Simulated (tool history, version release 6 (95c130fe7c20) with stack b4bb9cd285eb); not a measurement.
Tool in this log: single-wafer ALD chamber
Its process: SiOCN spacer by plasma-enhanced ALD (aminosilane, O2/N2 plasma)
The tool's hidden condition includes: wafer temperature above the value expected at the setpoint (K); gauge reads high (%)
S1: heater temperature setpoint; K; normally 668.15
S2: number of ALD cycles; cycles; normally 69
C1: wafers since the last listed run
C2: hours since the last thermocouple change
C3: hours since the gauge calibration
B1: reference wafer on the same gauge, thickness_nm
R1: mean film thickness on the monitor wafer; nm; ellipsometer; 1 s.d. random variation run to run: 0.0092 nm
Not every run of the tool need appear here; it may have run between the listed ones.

{"run": 1, "hour": 0.0, "S1": 671.15, "S2": 69, "C1": 0, "C2": 1686.7, "C3": 862.3, "B1": 3.008, "R1": 3.733}
{"hour": 43.7, "done": "thermocouple changed; heater temperature recalibrated"}
{"run": 2, "hour": 67.4, "S1": 668.15, "S2": 72, "C1": 307, "C2": 23.7, "C3": 929.7, "B1": 3.013, "R1": 3.91}
{"run": 3, "hour": 114.1, "S1": 668.15, "S2": 69, "C1": 241, "C2": 70.4, "C3": 976.4, "B1": 3.017, "R1": 3.763}
{"run": 4, "hour": 138.2, "S1": 668.15, "S2": 69, "C1": 124, "C2": 94.5, "C3": 1000.5, "B1": 3.019, "R1": 3.747}
{"run": 5, "hour": 189.1, "S1": 668.15, "S2": 69, "C1": 263, "C2": 145.4, "C3": 1051.4, "B1": 3.021, "R1": 3.766}
{"run": 6, "hour": 218.3, "S1": 668.15, "S2": 69, "C1": 151, "C2": 174.6, "C3": 1080.6, "B1": 3.02, "R1": 3.774}
{"run": 7, "hour": 271.4, "S1": 661.15, "S2": 69, "C1": 274, "C2": 227.7, "C3": 1133.7, "B1": 3.027, "R1": 3.764}
{"run": 8, "hour": 340.5, "S1": 661.15, "S2": 69, "C1": 357, "C2": 296.8, "C3": 1202.8, "B1": 3.027, "R1": 3.768}
{"run": 9, "hour": 369.6, "S1": 660.15, "S2": 69, "C1": 150, "C2": 325.9, "C3": 1231.9, "B1": 3.03, "R1": 3.768}
{"run": 10, "hour": 441.4, "S1": 660.15, "S2": 69, "C1": 371, "C2": 397.7, "C3": 1303.7, "B1": 3.031, "R1": 3.783}
{"run": 11, "hour": 618.0, "S1": 660.15, "S2": 69, "C1": 913, "C2": 574.3, "C3": 1480.3, "B1": 3.04, "R1": 3.795}
{"run": 12, "hour": 677.8, "S1": 668.15, "S2": 69, "C1": 309, "C2": 634.1, "C3": 1540.1, "B1": 3.042, "R1": 3.785}
{"run": 13, "hour": 746.2, "S1": 668.15, "S2": 69, "C1": 353, "C2": 702.5, "C3": 1608.5, "B1": 3.047, "R1": 3.787}
{"run": 14, "hour": 816.2, "S1": 668.15, "S2": 69, "C1": 362, "C2": 772.5, "C3": 1678.5, "B1": 3.049, "R1": 3.801}
{"run": 15, "hour": 884.1, "S1": 668.15, "S2": 69, "C1": 351, "C2": 840.4, "C3": 1746.4, "B1": 3.054, "R1": 3.802}
{"run": 16, "hour": 938.3, "S1": 668.15, "S2": 74, "C1": 280, "C2": 894.6, "C3": 1800.6, "B1": 3.056, "R1": 4.061}
{"run": 17, "hour": 975.5, "S1": 668.15, "S2": 74, "C1": 192, "C2": 931.8, "C3": 1837.8, "B1": 3.06, "R1": 4.082}
{"run": 18, "hour": 1012.2, "S1": 657.15, "S2": 69, "C1": 189, "C2": 968.5, "C3": 1874.5, "B1": 3.062, "R1": 3.822}
{"run": 19, "hour": 1083.3, "S1": 657.15, "S2": 69, "C1": 367, "C2": 1039.6, "C3": 1945.6, "B1": 3.064, "R1": 3.81}
{"hour": 1095.6, "done": "gauge calibrated"}
{"run": 20, "hour": 1152.4, "S1": 675.15, "S2": 65, "C1": 357, "C2": 1108.7, "C3": 56.8, "B1": 2.972, "R1": 3.455}
{"run": 21, "hour": 1196.4, "S1": 657.15, "S2": 62, "C1": 227, "C2": 1152.7, "C3": 100.8, "B1": 2.974, "R1": 3.331}
{"run": 22, "hour": 1249.4, "S1": 668.15, "S2": 69, "C1": 274, "C2": 1205.7, "C3": 153.8, "B1": 2.974, "R1": 3.694}
{"run": 23, "hour": 1291.9, "S1": 682.15, "S2": 63, "C1": 219, "C2": 1248.2, "C3": 196.3, "B1": 2.976, "R1": 3.277}
{"run": 24, "hour": 1351.7, "S1": 668.15, "S2": 69, "C1": 309, "C2": 1308.0, "C3": 256.1, "B1": 2.98, "R1": 3.718}
{"run": 25, "hour": 1395.7, "S1": 660.15, "S2": 62, "C1": 227, "C2": 1352.0, "C3": 300.1, "B1": 2.985, "R1": 3.344}
{"run": 26, "hour": 1432.0, "S1": 668.15, "S2": 69, "C1": 187, "C2": 1388.3, "C3": 336.4, "B1": 2.984, "R1": 3.724}
{"run": 27, "hour": 1490.3, "S1": 668.15, "S2": 69, "C1": 301, "C2": 1446.6, "C3": 394.7, "B1": 2.987, "R1": 3.717}
{"hour": 1510.8, "done": "thermocouple changed; heater temperature recalibrated"}
{"run": 28, "hour": 1529.7, "S1": 678.15, "S2": 59, "C1": 162, "C2": 18.9, "C3": 434.1, "B1": 2.988, "R1": 3.124}
{"run": 29, "hour": 1590.3, "S1": 668.15, "S2": 69, "C1": 313, "C2": 79.5, "C3": 494.7, "B1": 2.99, "R1": 3.724}
{"run": 30, "hour": 1624.5, "S1": 668.15, "S2": 57, "C1": 176, "C2": 113.7, "C3": 528.9, "B1": 2.994, "R1": 3.071}
{"run": 31, "hour": 1648.6, "S1": 655.15, "S2": 59, "C1": 124, "C2": 137.8, "C3": 553.0, "B1": 2.995, "R1": 3.169}
{"run": 32, "hour": 1709.0, "S1": 654.15, "S2": 69, "C1": 312, "C2": 198.2, "C3": 613.4, "B1": 2.996, "R1": 3.722}
{"run": 33, "hour": 1754.2, "S1": 668.15, "S2": 69, "C1": 233, "C2": 243.4, "C3": 658.6, "B1": 3.0, "R1": 3.739}
{"run": 34, "hour": 1811.9, "S1": 668.15, "S2": 69, "C1": 298, "C2": 301.1, "C3": 716.3, "B1": 3.005, "R1": 3.736}
{"run": 35, "hour": 1875.7, "S1": 662.15, "S2": 80, "C1": 329, "C2": 364.9, "C3": 780.1, "B1": 3.005, "R1": 4.332}
{"run": 36, "hour": 1909.4, "S1": 663.15, "S2": 73, "C1": 174, "C2": 398.6, "C3": 813.8, "B1": 3.006, "R1": 3.972}
{"run": 37, "hour": 1947.1, "S1": 668.15, "S2": 81, "C1": 194, "C2": 436.3, "C3": 851.5, "B1": 3.009, "R1": 4.408}
{"run": 38, "hour": 1987.5, "S1": 678.15, "S2": 60, "C1": 208, "C2": 476.7, "C3": 891.9, "B1": 3.009, "R1": 3.197}
{"run": 39, "hour": 2122.6, "S1": 655.15, "S2": 59, "C1": 698, "C2": 611.8, "C3": 1027.0, "B1": 3.016, "R1": 3.219}

What if the next run were any one of these 3? Each begins from the tool's condition after run 39:
{"run": "A", "hour": 2123.1, "S1": 682.15, "S2": 69, "C1": 2, "C2": 612.3, "C3": 1027.5, "B1": "?", "R1": "?"}
{"run": "B", "hour": 2123.1, "S1": 668.15, "S2": 76, "C1": 2, "C2": 612.3, "C3": 1027.5, "B1": "?", "R1": "?"}
{"run": "C", "hour": 2123.1, "S1": 679.15, "S2": 56, "C1": 2, "C2": 612.3, "C3": 1027.5, "B1": "?", "R1": "?"}

run=A B1=3.018 R1=3.635
run=B B1=3.018 R1=4.140
run=C B1=3.018 R1=2.982
What these runs would have given with no unlogged condition in the tool:
run=A R1=3.578
run=B R1=4.075
run=C R1=2.935
